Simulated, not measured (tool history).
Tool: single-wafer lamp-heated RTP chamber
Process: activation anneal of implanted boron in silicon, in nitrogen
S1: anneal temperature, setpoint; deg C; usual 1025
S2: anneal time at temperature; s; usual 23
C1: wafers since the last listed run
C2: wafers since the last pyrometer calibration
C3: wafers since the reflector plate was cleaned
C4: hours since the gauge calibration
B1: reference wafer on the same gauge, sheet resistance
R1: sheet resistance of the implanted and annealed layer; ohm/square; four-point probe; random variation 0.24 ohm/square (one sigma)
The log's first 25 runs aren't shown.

| run | hour | S1 | S2 | C1 | C2 | C3 | C4 | B1 | R1 |
|---|---|---|---|---|---|---|---|---|---|
| 26 | 1362.4 | 1025 | 14 | 290 | 1446 | 297 | 1152.3 | 159.95 | 159.64 |
| 27 | 1416.8 | 1006 | 11 | 791 | 2238 | 1089 | 1206.7 | 159.95 | 162.83 |
| 28 | 1442.1 | 996 | 29 | 368 | 2606 | 1457 | 1232 | 159.95 | 162.77 |
| 29 | 1498.1 | 1037 | 12 | 814 | 3420 | 2272 | 1288 | 160 | 159.12 |
| 30 | 1567.5 | 1040 | 17 | 1009 | 4430 | 3282 | 1357.4 | 159.94 | 157.94 |
| 31 | 1605.7 | 1051 | 34 | 555 | 4986 | 3837 | 1395.6 | 159.98 | 156.99 |
| 32 | 1658.9 | 1013 | 13 | 774 | 5760 | 4611 | 1448.8 | 160.02 | 160.06 |
| 33 | 1702.8 | 1042 | 23 | 638 | 6399 | 5250 | 1492.7 | 159.99 | 157.53 |
|  | 1750.6 | pyrometer window cleaned and pyrometer calibrated |
| 34 | 1750.9 | 1046 | 13 | 583 | 4 | 5833 | 1540.8 | 159.98 | 159.18 |
|  | 1768 | reflector plate cleaned |
| 35 | 1781.7 | 1040 | 16 | 331 | 336 | 198 | 1571.6 | 160.01 | 159.13 |

Forecast each of these 5 alternatives for the next run:
| A | 1782.1 | 1035 | 23 | 5 | 342 | 204 | 1572 | ? | ? |
| B | 1782.1 | 1040 | 18 | 5 | 342 | 204 | 1572 | ? | ? |
| C | 1782.1 | 1034 | 33 | 5 | 342 | 204 | 1572 | ? | ? |
| D | 1782.1 | 1025 | 18 | 5 | 342 | 204 | 1572 | ? | ? |
| E | 1782.1 | 1000 | 33 | 5 | 342 | 204 | 1572 | ? | ? |

| run | B1 | R1 |
|---|---|---|
| A | 159.99 | 159.16 |
| B | 159.99 | 159.23 |
| C | 159.99 | 158.59 |
| D | 159.99 | 160.34 |
| E | 159.99 | 163.21 |
Without the tool's hidden state the same runs would have given:
| run | R1 |
|---|---|
| A | 159.28 |
| B | 159.33 |
| C | 158.73 |
| D | 160.53 |
| E | 163.69 |
